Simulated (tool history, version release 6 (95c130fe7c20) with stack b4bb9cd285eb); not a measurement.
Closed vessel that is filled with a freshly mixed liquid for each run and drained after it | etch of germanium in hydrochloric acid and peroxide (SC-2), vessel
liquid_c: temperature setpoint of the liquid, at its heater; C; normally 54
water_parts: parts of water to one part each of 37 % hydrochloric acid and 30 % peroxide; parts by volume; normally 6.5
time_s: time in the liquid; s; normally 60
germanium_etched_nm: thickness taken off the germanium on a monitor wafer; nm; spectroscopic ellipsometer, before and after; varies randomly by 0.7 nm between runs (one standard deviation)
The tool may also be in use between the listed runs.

| run | day | liquid_c | water_parts | time_s | wafers since the last listed run | hours since the thermometer was replaced | hours since the chemicals flow meter was replaced | hours since the drum of peroxide was connected | hours since the gauge calibration | read-back film thickness of the germanium reference wafer, read on the same gauge (nm) | germanium_etched_nm |
|---|---|---|---|---|---|---|---|---|---|---|---|
| 1 | 0 | 54 | 6.5 | 60 | 0 | 1666.1 | 602.1 | 565.2 | 184 | 40.02 | 128.91 |
| 2 | 0.929 | 54 | 6.5 | 60 | 2571 | 1688.4 | 624.4 | 587.5 | 206.3 | 40.01 | 128.78 |
| 3 | 2.138 | 54 | 6.5 | 60 | 3344 | 1717.4 | 653.4 | 616.5 | 235.3 | 40.06 | 128.83 |
| 4 | 3.396 | 54 | 6.5 | 60 | 3482 | 1747.6 | 683.6 | 646.7 | 265.5 | 40 | 128.31 |
| 5 | 4.054 | 54 | 6.5 | 60 | 1822 | 1763.4 | 699.4 | 662.5 | 281.3 | 40.02 | 128.51 |
| 6 | 5.371 | 54 | 6.5 | 60 | 3644 | 1795 | 731 | 694.1 | 312.9 | 40.04 | 128.27 |
| 7 | 7.133 | 54 | 6.5 | 60 | 4877 | 1837.3 | 773.3 | 736.4 | 355.2 | 40.01 | 128.19 |
| 8 | 8.358 | 54 | 6.5 | 60 | 3390 | 1866.7 | 802.7 | 765.8 | 384.6 | 39.99 | 127.42 |
| 9 | 9.546 | 54 | 5.5 | 60 | 3286 | 1895.2 | 831.2 | 794.3 | 413.1 | 40.02 | 128.54 |
| 10 | 10.879 | 54 | 5.5 | 60 | 3690 | 1927.2 | 863.2 | 826.3 | 445.1 | 39.98 | 127.88 |
|  | 11.388 | thermometer replaced |
|  | 14.671 | gauge calibrated |
| 11 | 15.275 | 54 | 5.5 | 60 | 12050 | 93.3 | 968.7 | 931.8 | 14.5 | 40.07 | 122.63 |
| 12 | 15.988 | 56.5 | 6.5 | 50 | 1971 | 110.4 | 985.8 | 948.9 | 31.6 | 40 | 109.63 |
| 13 | 16.583 | 56.5 | 6.5 | 50 | 1649 | 124.7 | 1000.1 | 963.2 | 45.9 | 40.02 | 108.22 |
|  | 17.95 | thermometer replaced, repeated, since the last time left the tool worse |
| 14 | 19.629 | 62.5 | 4.5 | 50 | 8314 | 40.3 | 1073.2 | 1036.3 | 119 | 39.98 | 146.13 |
| 15 | 22.312 | 50.5 | 6.5 | 60 | 7426 | 104.7 | 1137.6 | 1100.7 | 183.4 | 40.03 | 120.56 |
| 16 | 23.783 | 44 | 4.5 | 70 | 4070 | 140 | 1172.9 | 1136 | 218.7 | 40.03 | 114.39 |
| 17 | 24.667 | 58.5 | 6.5 | 75 | 2444 | 161.2 | 1194.1 | 1157.2 | 239.9 | 39.97 | 192.35 |
|  | 25.146 | new drum of peroxide connected |
| 18 | 26.05 | 49 | 8.5 | 30 | 3713 | 194.4 | 1227.3 | 21.7 | 273.1 | 39.96 | 55.73 |
| 19 | 26.733 | 54 | 6.5 | 60 | 1891 | 210.8 | 1243.7 | 38.1 | 289.5 | 40.05 | 133.31 |
| 20 | 27.3 | 44 | 6.5 | 60 | 1568 | 224.4 | 1257.3 | 51.7 | 303.1 | 40 | 96.97 |
|  | 27.796 | chemicals flow meter replaced |
| 21 | 28.229 | 54 | 6.5 | 60 | 2456 | 246.7 | 10.4 | 74 | 325.4 | 39.97 | 133.61 |
| 22 | 28.921 | 54 | 6.5 | 60 | 1914 | 263.3 | 27 | 90.6 | 342 | 39.97 | 133.85 |
| 23 | 29.75 | 54 | 6.5 | 60 | 2294 | 283.2 | 46.9 | 110.5 | 361.9 | 39.98 | 132.54 |
| 24 | 31.158 | 54 | 6.5 | 60 | 3897 | 317 | 80.7 | 144.3 | 395.7 | 39.94 | 132.54 |
| 25 | 32.062 | 54 | 9 | 60 | 2502 | 338.7 | 102.4 | 166 | 417.4 | 39.95 | 131.68 |
| 26 | 32.958 | 54 | 6.5 | 60 | 2479 | 360.2 | 123.9 | 187.5 | 438.9 | 39.98 | 133.3 |
| 27 | 34.396 | 49 | 5.5 | 75 | 3978 | 394.7 | 158.4 | 222 | 473.4 | 40 | 143.26 |
| 28 | 35.742 | 54 | 8.5 | 50 | 3724 | 427 | 190.7 | 254.3 | 505.7 | 39.99 | 109.28 |
| 29 | 36.283 | 54 | 6.5 | 60 | 1499 | 440 | 203.7 | 267.3 | 518.7 | 40.02 | 133.42 |

Here are 5 independent what-if runs from the current tool condition. What would each one return?
| A | 36.312 | 54 | 6.5 | 70 | 80 | 440.7 | 204.4 | 268 | 519.4 | ? | ? |
| B | 36.312 | 62 | 8 | 90 | 80 | 440.7 | 204.4 | 268 | 519.4 | ? | ? |
| C | 36.312 | 57.5 | 6.5 | 95 | 80 | 440.7 | 204.4 | 268 | 519.4 | ? | ? |
| D | 36.312 | 54 | 6.5 | 75 | 80 | 440.7 | 204.4 | 268 | 519.4 | ? | ? |
| E | 36.312 | 56.5 | 6.5 | 90 | 80 | 440.7 | 204.4 | 268 | 519.4 | ? | ? |

| run | read-back film thickness of the germanium reference wafer, read on the same gauge (nm) | germanium_etched_nm |
|---|---|---|
| A | 39.97 | 154.87 |
| B | 39.97 | 250.24 |
| C | 39.97 | 234.13 |
| D | 39.97 | 165.93 |
| E | 39.97 | 215.13 |
Stripped of hidden state, with their random variation kept, the same runs would have yielded:
| run | germanium_etched_nm |
|---|---|
| A | 156.57 |
| B | 252.82 |
| C | 236.64 |
| D | 167.75 |
| E | 217.45 |
